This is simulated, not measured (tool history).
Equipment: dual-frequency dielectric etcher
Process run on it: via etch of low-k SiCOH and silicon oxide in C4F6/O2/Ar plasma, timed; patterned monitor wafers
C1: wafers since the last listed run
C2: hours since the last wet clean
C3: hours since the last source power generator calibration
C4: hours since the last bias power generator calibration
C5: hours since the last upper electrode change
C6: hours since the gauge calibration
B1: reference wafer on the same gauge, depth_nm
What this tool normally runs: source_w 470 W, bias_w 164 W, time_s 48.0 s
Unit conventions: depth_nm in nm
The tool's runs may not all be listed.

run 1 hour=0.0 | source_w=470 bias_w=177 time_s=48.0 | C1=0 C2=314.8 C3=2010.8 C4=4094.7 C5=4166.2 C6=1464.1 | B1=117.0 | depth_nm=144.5
-- hour=49.8 wet clean of the chamber
run 2 hour=50.5 | source_w=470 bias_w=177 time_s=48.0 | C1=371 C2=0.7 C3=2061.3 C4=4145.2 C5=4216.7 C6=1514.6 | B1=117.0 | depth_nm=141.8
run 3 hour=92.6 | source_w=470 bias_w=177 time_s=48.0 | C1=590 C2=42.8 C3=2103.4 C4=4187.3 C5=4258.8 C6=1556.7 | B1=117.0 | depth_nm=141.6
run 4 hour=172.4 | source_w=470 bias_w=182 time_s=48.0 | C1=1120 C2=122.6 C3=2183.2 C4=4267.1 C5=4338.6 C6=1636.5 | B1=117.0 | depth_nm=143.0
run 5 hour=212.0 | source_w=470 bias_w=182 time_s=48.0 | C1=555 C2=162.2 C3=2222.8 C4=4306.7 C5=4378.2 C6=1676.1 | B1=117.0 | depth_nm=143.3
run 6 hour=297.3 | source_w=470 bias_w=164 time_s=48.0 | C1=1197 C2=247.5 C3=2308.1 C4=4392.0 C5=4463.5 C6=1761.4 | B1=116.9 | depth_nm=141.8
run 7 hour=344.1 | source_w=470 bias_w=164 time_s=48.0 | C1=656 C2=294.3 C3=2354.9 C4=4438.8 C5=4510.3 C6=1808.2 | B1=117.0 | depth_nm=141.7
-- hour=413.3 wet clean of the chamber
run 8 hour=422.0 | source_w=470 bias_w=164 time_s=38.0 | C1=756 C2=8.7 C3=2432.8 C4=4516.7 C5=4588.2 C6=1886.1 | B1=116.9 | depth_nm=103.5
run 9 hour=524.7 | source_w=470 bias_w=196 time_s=48.0 | C1=1441 C2=111.4 C3=2535.5 C4=4619.4 C5=4690.9 C6=1988.8 | B1=116.9 | depth_nm=138.3
run 10 hour=598.4 | source_w=470 bias_w=164 time_s=51.0 | C1=1034 C2=185.1 C3=2609.2 C4=4693.1 C5=4764.6 C6=2062.5 | B1=117.0 | depth_nm=141.1
-- hour=622.4 gauge calibrated
run 11 hour=639.8 | source_w=470 bias_w=164 time_s=48.0 | C1=581 C2=226.5 C3=2650.6 C4=4734.5 C5=4806.0 C6=17.4 | B1=117.0 | depth_nm=133.6
-- hour=653.9 bias power generator calibrated
-- hour=669.3 wet clean of the chamber, repeated, since the last time left the tool worse
run 12 hour=700.5 | source_w=470 bias_w=164 time_s=48.0 | C1=580 C2=31.2 C3=2711.3 C4=46.6 C5=4866.7 C6=78.1 | B1=117.0 | depth_nm=137.6
run 13 hour=797.6 | source_w=470 bias_w=130 time_s=41.0 | C1=1362 C2=128.3 C3=2808.4 C4=143.7 C5=4963.8 C6=175.2 | B1=117.0 | depth_nm=112.1
run 14 hour=840.6 | source_w=380 bias_w=124 time_s=48.0 | C1=603 C2=171.3 C3=2851.4 C4=186.7 C5=5006.8 C6=218.2 | B1=117.1 | depth_nm=116.3
run 15 hour=913.4 | source_w=470 bias_w=164 time_s=48.0 | C1=1021 C2=244.1 C3=2924.2 C4=259.5 C5=5079.6 C6=291.0 | B1=117.0 | depth_nm=139.7
run 16 hour=971.2 | source_w=470 bias_w=164 time_s=48.0 | C1=811 C2=301.9 C3=2982.0 C4=317.3 C5=5137.4 C6=348.8 | B1=117.0 | depth_nm=140.5
-- hour=1088.1 wet clean of the chamber
run 17 hour=1088.6 | source_w=470 bias_w=181 time_s=48.0 | C1=1311 C2=0.5 C3=3099.4 C4=434.7 C5=5254.8 C6=466.2 | B1=117.0 | depth_nm=142.3
-- hour=1271.5 source power generator calibrated
-- hour=1398.8 upper electrode replaced
run 18 hour=1399.3 | source_w=470 bias_w=164 time_s=56.5 | C1=3968 C2=311.2 C3=127.8 C4=745.4 C5=0.5 C6=776.9 | B1=117.0 | depth_nm=167.0
-- hour=1447.0 wet clean of the chamber
run 19 hour=1448.5 | source_w=470 bias_w=164 time_s=48.0 | C1=353 C2=1.5 C3=177.0 C4=794.6 C5=49.7 C6=826.1 | B1=117.0 | depth_nm=139.1
run 20 hour=1505.7 | source_w=470 bias_w=188 time_s=42.0 | C1=802 C2=58.7 C3=234.2 C4=851.8 C5=106.9 C6=883.3 | B1=117.0 | depth_nm=126.1
run 21 hour=1603.8 | source_w=400 bias_w=147 time_s=52.5 | C1=1376 C2=156.8 C3=332.3 C4=949.9 C5=205.0 C6=981.4 | B1=117.0 | depth_nm=136.4
run 22 hour=1644.4 | source_w=470 bias_w=164 time_s=48.0 | C1=569 C2=197.4 C3=372.9 C4=990.5 C5=245.6 C6=1022.0 | B1=117.0 | depth_nm=140.6
-- hour=1759.6 wet clean of the chamber
run 23 hour=1760.1 | source_w=470 bias_w=189 time_s=48.0 | C1=1287 C2=0.5 C3=488.6 C4=1106.2 C5=361.3 C6=1137.7 | B1=117.0 | depth_nm=143.5
run 24 hour=1786.4 | source_w=500 bias_w=133 time_s=62.5 | C1=369 C2=26.8 C3=514.9 C4=1132.5 C5=387.6 C6=1164.0 | B1=117.0 | depth_nm=178.1

Measured result minus the same run's result without the hidden state. Both carry the same run-to-run variation, though not necessarily the same gauge scatter:
The tool's hidden condition here consists of: etch rate over this chamber's usual, %; source power that arrives over what is set, %; bias power that arrives over what is set, %; gauge reads high (%).
run=1 depth_nm=+3.9
run=2 depth_nm=+0.4
run=3 depth_nm=+0.9
run=4 depth_nm=+1.7
run=5 depth_nm=+2.1
run=6 depth_nm=+3.0
run=7 depth_nm=+3.5
run=8 depth_nm=-6.0
run=9 depth_nm=-6.8
run=10 depth_nm=-6.0
run=11 depth_nm=-5.2
run=12 depth_nm=-0.6
run=13 depth_nm=+0.3
run=14 depth_nm=+0.8
run=15 depth_nm=+1.6
run=16 depth_nm=+2.3
run=17 depth_nm=+0.2
run=18 depth_nm=+4.1
run=19 depth_nm=+0.0
run=20 depth_nm=+0.5
run=21 depth_nm=+1.6
run=22 depth_nm=+2.1
run=23 depth_nm=+0.2
run=24 depth_nm=+0.7
